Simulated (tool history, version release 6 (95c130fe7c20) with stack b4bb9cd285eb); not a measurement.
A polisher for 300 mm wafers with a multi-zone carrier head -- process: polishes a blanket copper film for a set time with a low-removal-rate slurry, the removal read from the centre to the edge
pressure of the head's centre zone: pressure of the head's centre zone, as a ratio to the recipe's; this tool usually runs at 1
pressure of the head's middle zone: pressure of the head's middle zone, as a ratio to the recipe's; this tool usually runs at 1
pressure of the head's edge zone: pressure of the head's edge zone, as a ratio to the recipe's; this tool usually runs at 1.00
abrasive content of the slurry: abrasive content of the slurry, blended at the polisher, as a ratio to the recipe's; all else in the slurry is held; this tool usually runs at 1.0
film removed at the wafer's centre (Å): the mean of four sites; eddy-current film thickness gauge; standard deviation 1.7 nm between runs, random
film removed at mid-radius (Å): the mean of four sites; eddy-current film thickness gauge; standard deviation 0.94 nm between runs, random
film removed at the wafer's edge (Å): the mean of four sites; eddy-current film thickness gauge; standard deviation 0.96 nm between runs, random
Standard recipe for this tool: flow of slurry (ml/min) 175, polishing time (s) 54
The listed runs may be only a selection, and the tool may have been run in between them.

| run | hour | flow of slurry (ml/min) | pressure of the head's centre zone | pressure of the head's middle zone | pressure of the head's edge zone | abrasive content of the slurry | polishing time (s) | incoming thickness of the incoming film, nm | film removed at the wafer's centre (Å) | film removed at mid-radius (Å) | film removed at the wafer's edge (Å) |
|---|---|---|---|---|---|---|---|---|---|---|---|
| 1 | 0.0 | 175 | 1 | 1 | 1.00 | 1.0 | 54 | 1108.5 | 1316 | 1330 | 1299 |
| 2 | 69.5 | 175 | 1 | 1 | 1.00 | 1.0 | 54 | 1115.6 | 1261 | 1268 | 1277 |
| 3 | 110.2 | 175 | 1 | 1 | 1.00 | 1.0 | 48 | 1125.2 | 1075 | 1104 | 1096 |
|  | 150.1 | worn pad replaced by a new one |
| 4 | 161.3 | 175 | 1 | 1 | 1.00 | 1.0 | 54 | 1112.4 | 1318 | 1376 | 1350 |
| 5 | 224.7 | 175 | 1 | 1 | 1.00 | 1.0 | 54 | 1111.9 | 1243 | 1311 | 1287 |
| 6 | 270.7 | 175 | 1 | 1 | 1.00 | 1.0 | 54 | 1116.9 | 1208 | 1291 | 1254 |
|  | 283.0 | slurry nozzle cleaned |
| 7 | 328.4 | 175 | 1 | 1 | 1.00 | 1.2 | 54 | 1115.4 | 1151 | 1268 | 1249 |
|  | 354.6 | worn pad replaced by a new one |
| 8 | 394.0 | 175 | 1 | 1 | 1.09 | 1.0 | 54 | 1108.6 | 1189 | 1327 | 1368 |
|  | 409.0 | centre zone pressure recalibrated |
| 9 | 440.9 | 175 | 1 | 1 | 1.00 | 1.0 | 54 | 1116.8 | 1294 | 1295 | 1284 |

What will run 10 give?
| 10 | 488.8 | 175 | 1 | 1 | 0.94 | 1.0 | 41 | 1133.0 | ? | ? | ? |

{"run 10": {"film removed at the wafer's centre (Å)": 965, "film removed at mid-radius (Å)": 947, "film removed at the wafer's edge (Å)": 906}}
On a tool with no hidden condition, and with the same random variation, this run would have come out at film removed at the wafer's centre (Å) 1048, film removed at mid-radius (Å) 1043, film removed at the wafer's edge (Å) 998.
